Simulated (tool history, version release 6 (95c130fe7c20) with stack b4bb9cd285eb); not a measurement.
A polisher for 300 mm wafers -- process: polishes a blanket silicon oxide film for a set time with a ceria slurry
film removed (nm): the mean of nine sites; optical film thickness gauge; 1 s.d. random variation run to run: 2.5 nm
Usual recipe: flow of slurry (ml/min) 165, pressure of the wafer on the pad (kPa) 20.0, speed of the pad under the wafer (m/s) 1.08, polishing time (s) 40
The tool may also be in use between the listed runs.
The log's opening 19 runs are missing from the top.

run,hour,flow of slurry (ml/min),pressure of the wafer on the pad (kPa),speed of the pad under the wafer (m/s),polishing time (s),"incoming thickness of the incoming film, nm",film removed (nm)
20,502.3,165,20.0,1.08,33,1176.8,162.5
# hour 517.0: head pressure recalibrated
21,531.8,165,20.0,1.08,40,1205.7,194.0
# hour 538.4: slurry nozzle cleaned
22,550.0,165,20.0,1.08,40,1207.0,183.9
23,567.0,130,13.8,1.26,36,1203.4,124.0
24,592.2,165,20.0,0.78,49,1191.0,163.5
# hour 611.1: worn pad replaced by a new one
25,614.8,165,20.0,1.08,40,1193.2,182.0
26,634.1,205,17.9,0.96,52,1187.0,201.3
27,661.0,215,14.5,1.08,53,1203.4,186.2
28,680.3,165,20.0,1.08,40,1173.6,181.3
29,713.7,130,22.8,1.08,40,1197.8,185.5
# hour 733.1: slurry nozzle cleaned, repeated, since the last time left the tool worse
30,741.7,165,20.0,1.08,40,1173.9,205.6
# hour 768.8: worn pad replaced by a new one
31,772.4,165,13.1,1.08,40,1175.8,137.7
32,800.5,165,20.0,1.08,40,1198.6,204.8
33,820.8,120,20.0,1.08,40,1182.9,193.4
34,848.0,110,15.9,0.86,44,1205.6,130.1

Each row is a separate what-if for the run after 34, all from the same tool condition, not one after another. Results?
A,848.4,165,20.0,1.08,44,1185.3,?
B,848.4,210,20.0,1.24,40,1185.3,?
C,848.4,165,24.1,1.08,40,1185.3,?
D,848.4,165,22.8,1.08,26,1185.3,?
E,848.4,195,20.0,1.30,40,1185.3,?

run,film removed (nm)
A,224.7
B,243.4
C,246.5
D,151.1
E,252.5
The same runs, with their run-to-run variation unchanged, on a tool lacking any hidden condition would have given:
run,film removed (nm)
A,229.0
B,247.1
C,251.3
D,154.0
E,256.6
